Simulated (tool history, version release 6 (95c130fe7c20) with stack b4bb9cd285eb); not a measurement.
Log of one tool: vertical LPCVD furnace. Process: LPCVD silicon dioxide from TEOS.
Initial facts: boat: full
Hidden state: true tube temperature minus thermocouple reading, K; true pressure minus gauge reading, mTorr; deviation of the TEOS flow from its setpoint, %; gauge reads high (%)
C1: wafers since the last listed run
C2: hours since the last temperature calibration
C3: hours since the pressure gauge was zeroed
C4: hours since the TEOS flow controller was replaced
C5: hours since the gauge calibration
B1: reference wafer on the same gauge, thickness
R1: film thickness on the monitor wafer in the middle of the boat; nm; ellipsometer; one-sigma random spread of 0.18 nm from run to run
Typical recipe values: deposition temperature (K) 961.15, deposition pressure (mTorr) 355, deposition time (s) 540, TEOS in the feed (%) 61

run 1 hour=0.0 | deposition_temperature_(K)=961.15 deposition_pressure_(mTorr)=355 deposition_time_(s)=540 TEOS_in_the_feed_(%)=67 | C1=0 C2=2312.5 C3=4151.5 C4=3037.4 C5=109.3 | B1=49.79 | R1=61.39
run 2 hour=19.7 | deposition_temperature_(K)=961.15 deposition_pressure_(mTorr)=355 deposition_time_(s)=540 TEOS_in_the_feed_(%)=67 | C1=387 C2=2332.2 C3=4171.2 C4=3057.1 C5=129.0 | B1=49.81 | R1=61.08
run 3 hour=125.3 | deposition_temperature_(K)=961.15 deposition_pressure_(mTorr)=355 deposition_time_(s)=540 TEOS_in_the_feed_(%)=61 | C1=2078 C2=2437.8 C3=4276.8 C4=3162.7 C5=234.6 | B1=49.81 | R1=58.64
run 4 hour=152.3 | deposition_temperature_(K)=961.15 deposition_pressure_(mTorr)=355 deposition_time_(s)=420 TEOS_in_the_feed_(%)=61 | C1=531 C2=2464.8 C3=4303.8 C4=3189.7 C5=261.6 | B1=49.80 | R1=45.31
run 5 hour=181.2 | deposition_temperature_(K)=961.15 deposition_pressure_(mTorr)=355 deposition_time_(s)=420 TEOS_in_the_feed_(%)=61 | C1=568 C2=2493.7 C3=4332.7 C4=3218.6 C5=290.5 | B1=49.87 | R1=45.67
run 6 hour=244.3 | deposition_temperature_(K)=961.15 deposition_pressure_(mTorr)=355 deposition_time_(s)=420 TEOS_in_the_feed_(%)=61 | C1=1242 C2=2556.8 C3=4395.8 C4=3281.7 C5=353.6 | B1=49.85 | R1=45.61
run 7 hour=266.1 | deposition_temperature_(K)=961.15 deposition_pressure_(mTorr)=355 deposition_time_(s)=540 TEOS_in_the_feed_(%)=61 | C1=429 C2=2578.6 C3=4417.6 C4=3303.5 C5=375.4 | B1=49.73 | R1=58.56
-- hour=294.3 pressure gauge zeroed
run 8 hour=295.5 | deposition_temperature_(K)=961.15 deposition_pressure_(mTorr)=355 deposition_time_(s)=540 TEOS_in_the_feed_(%)=61 | C1=106 C2=2608.0 C3=1.2 C4=3332.9 C5=404.8 | B1=49.78 | R1=58.78
run 9 hour=314.4 | deposition_temperature_(K)=949.15 deposition_pressure_(mTorr)=270 deposition_time_(s)=420 TEOS_in_the_feed_(%)=57 | C1=372 C2=2626.9 C3=20.1 C4=3351.8 C5=423.7 | B1=49.79 | R1=28.93
-- hour=353.8 thermocouples replaced and temperature profile calibrated
run 10 hour=354.3 | deposition_temperature_(K)=961.15 deposition_pressure_(mTorr)=355 deposition_time_(s)=420 TEOS_in_the_feed_(%)=61 | C1=313 C2=0.5 C3=60.0 C4=3391.7 C5=463.6 | B1=49.82 | R1=41.79
run 11 hour=360.9 | deposition_temperature_(K)=972.15 deposition_pressure_(mTorr)=330 deposition_time_(s)=420 TEOS_in_the_feed_(%)=67 | C1=129 C2=7.1 C3=66.6 C4=3398.3 C5=470.2 | B1=49.79 | R1=55.00
-- hour=367.4 gauge calibrated
-- hour=389.8 TEOS flow controller replaced
run 12 hour=408.2 | deposition_temperature_(K)=971.15 deposition_pressure_(mTorr)=330 deposition_time_(s)=540 TEOS_in_the_feed_(%)=61 | C1=458 C2=54.4 C3=113.9 C4=18.4 C5=40.8 | B1=49.83 | R1=66.10
run 13 hour=428.6 | deposition_temperature_(K)=970.15 deposition_pressure_(mTorr)=355 deposition_time_(s)=540 TEOS_in_the_feed_(%)=61 | C1=401 C2=74.8 C3=134.3 C4=38.8 C5=61.2 | B1=49.80 | R1=66.85
run 14 hour=458.4 | deposition_temperature_(K)=970.15 deposition_pressure_(mTorr)=355 deposition_time_(s)=540 TEOS_in_the_feed_(%)=61 | C1=586 C2=104.6 C3=164.1 C4=68.6 C5=91.0 | B1=49.78 | R1=67.11
run 15 hour=484.5 | deposition_temperature_(K)=967.15 deposition_pressure_(mTorr)=355 deposition_time_(s)=540 TEOS_in_the_feed_(%)=61 | C1=513 C2=130.7 C3=190.2 C4=94.7 C5=117.1 | B1=49.81 | R1=63.20
run 16 hour=511.7 | deposition_temperature_(K)=961.15 deposition_pressure_(mTorr)=355 deposition_time_(s)=540 TEOS_in_the_feed_(%)=55 | C1=535 C2=157.9 C3=217.4 C4=121.9 C5=144.3 | B1=49.83 | R1=52.09
run 17 hour=536.2 | deposition_temperature_(K)=955.15 deposition_pressure_(mTorr)=355 deposition_time_(s)=660 TEOS_in_the_feed_(%)=68 | C1=482 C2=182.4 C3=241.9 C4=146.4 C5=168.8 | B1=49.82 | R1=61.11

Measured result minus the same run's result without the hidden state. Both carry the same run-to-run variation, though not necessarily the same gauge scatter:
run=1 R1=+5.38
run=2 R1=+5.37
run=3 R1=+5.21
run=4 R1=+4.04
run=5 R1=+4.08
run=6 R1=+4.09
run=7 R1=+5.26
run=8 R1=+5.30
run=9 R1=+2.67
run=10 R1=+0.38
run=11 R1=+0.52
run=12 R1=+0.92
run=13 R1=+1.06
run=14 R1=+1.24
run=15 R1=+1.31
run=16 R1=+1.22
run=17 R1=+1.57

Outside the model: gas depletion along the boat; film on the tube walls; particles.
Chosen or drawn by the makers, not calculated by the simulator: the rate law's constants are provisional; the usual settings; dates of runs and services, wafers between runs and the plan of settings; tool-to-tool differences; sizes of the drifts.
